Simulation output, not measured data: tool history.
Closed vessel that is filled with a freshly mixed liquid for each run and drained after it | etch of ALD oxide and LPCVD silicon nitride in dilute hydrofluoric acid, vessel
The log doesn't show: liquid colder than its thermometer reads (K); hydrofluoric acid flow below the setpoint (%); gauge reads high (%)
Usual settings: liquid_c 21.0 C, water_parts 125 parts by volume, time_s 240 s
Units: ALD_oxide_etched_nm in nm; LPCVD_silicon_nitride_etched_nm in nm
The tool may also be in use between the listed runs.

run   hour  liquid_c  water_parts  time_s  wafers since the last listed run  hours since the thermometer was replaced  hours since the hydrofluoric acid flow meter was replaced  hours since the gauge calibration  read-back film thickness of the ALD oxide reference wafer, read on the same gauge (nm)  read-back film thickness of the LPCVD silicon nitride reference wafer, read on the same gauge (nm)  ALD_oxide_etched_nm  LPCVD_silicon_nitride_etched_nm
  1    0.0      24.0          125     210                                 0                                    1840.3                                                     1372.6                              190.0                                                                                  101.64                                                                                              91.535                36.09                            1.113
  2  106.7      24.0          125     210                             10768                                    1947.0                                                     1479.3                              296.7                                                                                  102.20                                                                                              91.962                36.40                            1.050
  3  151.9      24.0          125     210                              4561                                    1992.2                                                     1524.5                              341.9                                                                                  102.40                                                                                              92.194                36.75                            1.061
  4  218.7      18.5          125     240                              6741                                    2059.0                                                     1591.3                              408.7                                                                                  102.60                                                                                              92.348                33.74                            0.802
  5  312.7      18.5          125     240                              9486                                    2153.0                                                     1685.3                              502.7                                                                                  102.79                                                                                              92.519                33.53                            0.845
     329.7  -- thermometer replaced
  6  371.2      24.0          125     240                              5802                                      41.5                                                     1743.8                              561.2                                                                                  102.88                                                                                              92.625                42.07                            1.246
  7  419.2      21.0          125     240                              4844                                      89.5                                                     1791.8                              609.2                                                                                  102.95                                                                                              92.674                37.79                            0.993
  8  518.7      25.5          125     240                             10041                                     189.0                                                     1891.3                              708.7                                                                                  103.07                                                                                              92.755                44.41                            1.309
     538.5  -- hydrofluoric acid flow meter replaced
     577.2  -- gauge calibrated
  9  590.8      18.5           85     375                              7175                                     261.1                                                       52.3                               13.6                                                                                  100.11                                                                                              90.133                79.25                            1.801
 10  661.9      21.0          125     335                              7175                                     332.2                                                      123.4                               84.7                                                                                  100.85                                                                                              90.751                51.17                            1.390
 11  706.5      21.0           65     240                              4501                                     376.8                                                      168.0                              129.3                                                                                  101.23                                                                                              91.099                75.29                            1.797
 12  766.9      21.0          125     240                              6095                                     437.2                                                      228.4                              189.7                                                                                  101.64                                                                                              91.490                37.09                            1.003
 13  857.9      25.0          170     120                              9183                                     528.2                                                      319.4                              280.7                                                                                  102.12                                                                                              91.908                15.09                            0.470
 14  911.2      17.0          100     170                              5379                                     581.5                                                      372.7                              334.0                                                                                  102.33                                                                                              92.091                28.71                            0.697

5 ways to go on from here, each from the tool as it stands after run 14. What would each give?
  A  911.9      21.0          125     240                                70                                     582.2                                                      373.4                              334.7                                                                                       ?                                                                                                   ?                    ?                                ?
  B  911.9      19.0          145     335                                70                                     582.2                                                      373.4                              334.7                                                                                       ?                                                                                                   ?                    ?                                ?
  C  911.9      17.0          180     140                                70                                     582.2                                                      373.4                              334.7                                                                                       ?                                                                                                   ?                    ?                                ?
  D  911.9      22.5          125     300                                70                                     582.2                                                      373.4                              334.7                                                                                       ?                                                                                                   ?                    ?                                ?
  E  911.9      21.0          185     240                                70                                     582.2                                                      373.4                              334.7                                                                                       ?                                                                                                   ?                    ?                                ?

run  read-back film thickness of the ALD oxide reference wafer, read on the same gauge (nm)  read-back film thickness of the LPCVD silicon nitride reference wafer, read on the same gauge (nm)  ALD_oxide_etched_nm  LPCVD_silicon_nitride_etched_nm
  A                                                                                  102.33                                                                                              92.087                37.28                            1.001
  B                                                                                  102.33                                                                                              92.087                40.53                            1.057
  C                                                                                  102.33                                                                                              92.087                12.16                            0.313
  D                                                                                  102.33                                                                                              92.087                49.46                            1.383
  E                                                                                  102.33                                                                                              92.087                23.64                            0.683
Without the tool's hidden state the same runs would have given:
run  ALD_oxide_etched_nm  LPCVD_silicon_nitride_etched_nm
  A                36.43                            0.978
  B                39.60                            1.033
  C                11.89                            0.306
  D                48.34                            1.351
  E                23.10                            0.667
